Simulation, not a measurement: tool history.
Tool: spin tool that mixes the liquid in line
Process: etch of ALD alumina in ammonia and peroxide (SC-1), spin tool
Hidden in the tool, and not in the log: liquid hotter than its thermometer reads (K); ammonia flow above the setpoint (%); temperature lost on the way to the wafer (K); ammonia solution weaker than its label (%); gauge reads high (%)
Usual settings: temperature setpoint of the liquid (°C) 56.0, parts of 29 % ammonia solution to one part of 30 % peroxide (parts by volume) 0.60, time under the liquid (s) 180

| run | day | temperature setpoint of the liquid (°C) | parts of 29 % ammonia solution to one part of 30 % peroxide (parts by volume) | time under the liquid (s) | wafers since the last listed run | hours since the thermometer was replaced | hours since the ammonia flow meter was replaced | hours since the heated supply line was repaired | hours since the drum of ammonia solution was connected | hours since the gauge calibration | read-back film thickness of the ALD alumina reference wafer, read on the same gauge (nm) | thickness taken off the ALD alumina on a monitor wafer (Å) |
|---|---|---|---|---|---|---|---|---|---|---|---|---|
| 1 | 0.000 | 56.0 | 0.60 | 130 | 0 | 432.0 | 1015.3 | 1084.6 | 910.9 | 181.7 | 140.00 | 55.3 |
| 2 | 0.379 | 56.0 | 0.60 | 180 | 63 | 441.1 | 1024.4 | 1093.7 | 920.0 | 190.8 | 139.99 | 75.7 |
| 3 | 0.958 | 56.0 | 0.60 | 180 | 96 | 455.0 | 1038.3 | 1107.6 | 933.9 | 204.7 | 140.01 | 77.4 |
| 4 | 1.404 | 56.0 | 0.35 | 180 | 74 | 465.7 | 1049.0 | 1118.3 | 944.6 | 215.4 | 140.00 | 72.9 |
|  | 1.779 | thermometer replaced |
|  | 3.304 | ammonia flow meter replaced |
| 5 | 3.588 | 56.0 | 0.35 | 180 | 351 | 43.4 | 6.8 | 1170.7 | 997.0 | 267.8 | 140.00 | 72.0 |
| 6 | 4.079 | 56.0 | 0.60 | 180 | 82 | 55.2 | 18.6 | 1182.5 | 1008.8 | 279.6 | 140.00 | 75.5 |
|  | 4.754 | new drum of ammonia solution connected |
| 7 | 4.775 | 56.0 | 0.60 | 180 | 109 | 71.9 | 35.3 | 1199.2 | 0.5 | 296.3 | 140.00 | 76.1 |
| 8 | 5.138 | 64.5 | 0.85 | 105 | 60 | 80.6 | 44.0 | 1207.9 | 9.2 | 305.0 | 139.99 | 71.4 |
| 9 | 5.546 | 56.0 | 0.70 | 180 | 68 | 90.4 | 53.8 | 1217.7 | 19.0 | 314.8 | 139.99 | 76.8 |
| 10 | 6.100 | 61.0 | 0.80 | 150 | 92 | 103.7 | 67.1 | 1231.0 | 32.3 | 328.1 | 140.00 | 84.4 |
|  | 6.483 | heated supply line repaired |
| 11 | 6.792 | 56.0 | 0.50 | 260 | 108 | 120.3 | 83.7 | 7.4 | 48.9 | 344.7 | 140.01 | 122.9 |
| 12 | 7.233 | 56.0 | 0.30 | 180 | 73 | 130.9 | 94.3 | 18.0 | 59.5 | 355.3 | 140.01 | 81.0 |
| 13 | 7.683 | 56.0 | 0.60 | 180 | 75 | 141.7 | 105.1 | 28.8 | 70.3 | 366.1 | 140.02 | 86.4 |
| 14 | 8.850 | 46.5 | 0.60 | 180 | 195 | 169.7 | 133.1 | 56.8 | 98.3 | 394.1 | 140.01 | 51.3 |
| 15 | 9.212 | 49.0 | 0.70 | 215 | 60 | 178.4 | 141.8 | 65.5 | 107.0 | 402.8 | 139.99 | 72.0 |
| 16 | 9.629 | 52.0 | 0.80 | 135 | 69 | 188.4 | 151.8 | 75.5 | 117.0 | 412.8 | 139.99 | 53.3 |
| 17 | 10.058 | 56.0 | 0.60 | 180 | 71 | 198.7 | 162.1 | 85.8 | 127.3 | 423.1 | 140.01 | 86.3 |
|  | 10.062 | gauge calibrated |
| 18 | 10.475 | 56.0 | 0.90 | 180 | 69 | 208.7 | 172.1 | 95.8 | 137.3 | 9.9 | 140.03 | 88.6 |
| 19 | 11.004 | 48.5 | 0.60 | 180 | 88 | 221.4 | 184.8 | 108.5 | 150.0 | 22.6 | 139.98 | 57.8 |
| 20 | 11.275 | 63.5 | 0.60 | 230 | 45 | 227.9 | 191.3 | 115.0 | 156.5 | 29.1 | 140.00 | 158.2 |
| 21 | 11.758 | 52.5 | 0.80 | 260 | 80 | 239.5 | 202.9 | 126.6 | 168.1 | 40.7 | 140.03 | 104.6 |
| 22 | 12.338 | 52.5 | 0.60 | 180 | 96 | 253.4 | 216.8 | 140.5 | 182.0 | 54.6 | 140.01 | 70.8 |
| 23 | 13.050 | 56.0 | 0.60 | 180 | 119 | 270.5 | 233.9 | 157.6 | 199.1 | 71.7 | 140.00 | 85.1 |
| 24 | 13.392 | 63.5 | 0.75 | 150 | 57 | 278.7 | 242.1 | 165.8 | 207.3 | 79.9 | 139.99 | 106.8 |
| 25 | 13.892 | 56.0 | 0.60 | 180 | 83 | 290.7 | 254.1 | 177.8 | 219.3 | 91.9 | 140.00 | 84.9 |
| 26 | 14.479 | 56.0 | 0.60 | 180 | 98 | 304.8 | 268.2 | 191.9 | 233.4 | 106.0 | 139.99 | 85.0 |

The same runs without the tool's hidden state, with the same run-to-run variation:
| run | thickness taken off the ALD alumina on a monitor wafer (Å) |
|---|---|
| 1 | 62.2 |
| 2 | 85.2 |
| 3 | 87.2 |
| 4 | 82.2 |
| 5 | 81.7 |
| 6 | 85.8 |
| 7 | 86.6 |
| 8 | 80.7 |
| 9 | 87.6 |
| 10 | 95.8 |
| 11 | 123.1 |
| 12 | 81.2 |
| 13 | 86.7 |
| 14 | 51.7 |
| 15 | 72.6 |
| 16 | 53.8 |
| 17 | 87.2 |
| 18 | 89.6 |
| 19 | 58.5 |
| 20 | 160.1 |
| 21 | 106.2 |
| 22 | 71.9 |
| 23 | 86.6 |
| 24 | 108.6 |
| 25 | 86.6 |
| 26 | 86.8 |
